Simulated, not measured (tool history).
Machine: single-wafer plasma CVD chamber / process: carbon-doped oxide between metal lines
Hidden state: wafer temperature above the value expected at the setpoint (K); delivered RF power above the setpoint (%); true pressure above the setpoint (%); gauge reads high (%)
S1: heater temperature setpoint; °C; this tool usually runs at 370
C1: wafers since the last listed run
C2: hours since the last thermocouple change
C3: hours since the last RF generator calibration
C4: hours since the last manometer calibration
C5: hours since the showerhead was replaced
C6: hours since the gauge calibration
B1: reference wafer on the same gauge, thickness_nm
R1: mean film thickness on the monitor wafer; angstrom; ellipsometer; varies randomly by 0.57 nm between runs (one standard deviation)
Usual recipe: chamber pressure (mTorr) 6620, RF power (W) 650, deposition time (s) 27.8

Run 1, day 0: usual settings; C1 0; C2 867; C3 1291; C4 793.5; C5 2690.1; C6 1690.4; B1 197.924. Result: R1 1657.18 angstrom.
Run 2, day 3.921: usual settings; C1 1558; C2 961.1; C3 1385.1; C4 887.6; C5 2784.2; C6 1784.5; B1 198.036. Result: R1 1661.21 angstrom.
Run 3, day 5.896: usual settings but S1 365 °C; C1 785; C2 1008.5; C3 1432.5; C4 935; C5 2831.6; C6 1831.9; B1 197.942. Result: R1 1680.47 angstrom.
Run 4, day 10.312: usual settings but S1 365 °C; C1 1755; C2 1114.5; C3 1538.5; C4 1041; C5 2937.6; C6 1937.9; B1 197.909. Result: R1 1676.78 angstrom.
Run 5, day 12.338: usual settings; C1 805; C2 1163.1; C3 1587.1; C4 1089.6; C5 2986.2; C6 1986.5; B1 198.056. Result: R1 1654.44 angstrom.
At day 15.45: showerhead replaced.
Run 6, day 16.354: usual settings; C1 1464; C2 1259.5; C3 1683.5; C4 1186; C5 21.7; C6 2082.9; B1 198.157. Result: R1 1655.15 angstrom.
At day 17.067: thermocouple changed; heater temperature recalibrated.
Run 7, day 18.179: usual settings; C1 593; C2 26.7; C3 1727.3; C4 1229.8; C5 65.5; C6 2126.7; B1 198.102. Result: R1 1665.33 angstrom.
Run 8, day 19.883: usual settings; C1 677; C2 67.6; C3 1768.2; C4 1270.7; C5 106.4; C6 2167.6; B1 198.078. Result: R1 1660.25 angstrom.
Run 9, day 23.067: usual settings; C1 1265; C2 144; C3 1844.6; C4 1347.1; C5 182.8; C6 2244; B1 198.321. Result: R1 1667.69 angstrom.
Run 10, day 26.338: usual settings; C1 1300; C2 222.5; C3 1923.1; C4 1425.6; C5 261.3; C6 2322.5; B1 198.265. Result: R1 1656.26 angstrom.
Run 11, day 30.279: usual settings but S1 367 °C; C1 1567; C2 317.1; C3 2017.7; C4 1520.2; C5 355.9; C6 2417.1; B1 198.065. Result: R1 1675.4 angstrom.
Run 12, day 33.692: usual settings but chamber pressure (mTorr) 5850, RF power (W) 755; C1 1356; C2 399; C3 2099.6; C4 1602.1; C5 437.8; C6 2499; B1 198.239. Result: R1 1813.35 angstrom.
Run 13, day 35.371: usual settings but chamber pressure (mTorr) 8020, RF power (W) 565, deposition time (s) 30.2; C1 667; C2 439.3; C3 2139.9; C4 1642.4; C5 478.1; C6 2539.3; B1 197.82. Result: R1 1640.4 angstrom.
At day 37.371: gauge calibrated.
Run 14, day 38.125: usual settings but S1 381 °C, chamber pressure (mTorr) 7570, RF power (W) 705, deposition time (s) 22.5; C1 1094; C2 505.4; C3 2206; C4 1708.5; C5 544.2; C6 18.1; B1 197.946. Result: R1 1412.17 angstrom.
Run 15, day 41.308: usual settings but chamber pressure (mTorr) 7970; C1 1265; C2 581.8; C3 2282.4; C4 1784.9; C5 620.6; C6 94.5; B1 198.08. Result: R1 1684.76 angstrom.
Run 16, day 45.104: usual settings but S1 383 °C; C1 1509; C2 672.9; C3 2373.5; C4 1876; C5 711.7; C6 185.6; B1 197.895. Result: R1 1604.26 angstrom.
At day 45.896: capacitance manometer re-zeroed and calibrated.
At day 47.325: RF generator calibrated.
Run 17, day 49.492: usual settings; C1 1479; C2 778.2; C3 52; C4 86.3; C5 817; C6 290.9; B1 197.788. Result: R1 1659.48 angstrom.
Run 18, day 53.433: usual settings but S1 360 °C, RF power (W) 705; C1 1567; C2 872.8; C3 146.6; C4 180.9; C5 911.6; C6 385.5; B1 198. Result: R1 1800.38 angstrom.
Run 19, day 56.383: usual settings but S1 385 °C, chamber pressure (mTorr) 7680, RF power (W) 535, deposition time (s) 24.5; C1 1172; C2 943.6; C3 217.4; C4 251.7; C5 982.4; C6 456.3; B1 198.284. Result: R1 1229.26 angstrom.
Run 20, day 59.329: usual settings; C1 1171; C2 1014.3; C3 288.1; C4 322.4; C5 1053.1; C6 527; B1 197.83. Result: R1 1657.01 angstrom.
Run 21, day 63.567: usual settings but S1 382 °C, chamber pressure (mTorr) 5620, RF power (W) 765, deposition time (s) 32; C1 1684; C2 1116; C3 389.8; C4 424.1; C5 1154.8; C6 628.7; B1 198.075. Result: R1 2029.39 angstrom.
Run 22, day 66.638: usual settings but S1 381 °C, RF power (W) 770, deposition time (s) 24.5; C1 1220; C2 1189.7; C3 463.5; C4 497.8; C5 1228.5; C6 702.4; B1 198.126. Result: R1 1611.82 angstrom.
Run 23, day 70.675: usual settings but chamber pressure (mTorr) 7920; C1 1605; C2 1286.6; C3 560.4; C4 594.7; C5 1325.4; C6 799.3; B1 198.089. Result: R1 1692.41 angstrom.
Run 24, day 72.367: usual settings but S1 382 °C; C1 672; C2 1327.2; C3 601; C4 635.3; C5 1366; C6 839.9; B1 198.004. Result: R1 1612.19 angstrom.
Run 25, day 76.4: usual settings; C1 1603; C2 1424; C3 697.8; C4 732.1; C5 1462.8; C6 936.7; B1 197.947. Result: R1 1652.43 angstrom.
At day 77.575: thermocouple changed; heater temperature recalibrated.
Run 26, day 77.958: usual settings but S1 382 °C, chamber pressure (mTorr) 6170, RF power (W) 750, deposition time (s) 24.5; C1 487; C2 9.2; C3 735.2; C4 769.5; C5 1500.2; C6 974.1; B1 198.076. Result: R1 1558.67 angstrom.
Run 27, day 81.488: usual settings; C1 1403; C2 93.9; C3 819.9; C4 854.2; C5 1584.9; C6 1058.8; B1 198.079. Result: R1 1659.1 angstrom.

Here are 5 independent what-if runs from the current tool condition. What would each one return?
Run A, day 81.504: usual settings; C1 6; C2 94.3; C3 820.3; C4 854.6; C5 1585.3; C6 1059.2; B1 ?. Result: R1 ?.
Run B, day 81.504: usual settings but S1 375 °C, deposition time (s) 24.8; C1 6; C2 94.3; C3 820.3; C4 854.6; C5 1585.3; C6 1059.2; B1 ?. Result: R1 ?.
Run C, day 81.504: usual settings but S1 359 °C, chamber pressure (mTorr) 7910, RF power (W) 610, deposition time (s) 23.6; C1 6; C2 94.3; C3 820.3; C4 854.6; C5 1585.3; C6 1059.2; B1 ?. Result: R1 ?.
Run D, day 81.504: usual settings but S1 377 °C, chamber pressure (mTorr) 5080, RF power (W) 605, deposition time (s) 24.7; C1 6; C2 94.3; C3 820.3; C4 854.6; C5 1585.3; C6 1059.2; B1 ?. Result: R1 ?.
Run E, day 81.504: usual settings but S1 366 °C, deposition time (s) 23.7; C1 6; C2 94.3; C3 820.3; C4 854.6; C5 1585.3; C6 1059.2; B1 ?. Result: R1 ?.

run       B1       R1
  A  198.072  1648.22
  B  198.072  1454.65
  C  198.072  1398.45
  D  198.072  1312.45
  E  198.072  1424.26
What these runs would have given with no unlogged condition in the tool:
run       R1
  A  1648.22
  B  1454.65
  C  1398.45
  D  1312.45
  E  1424.26
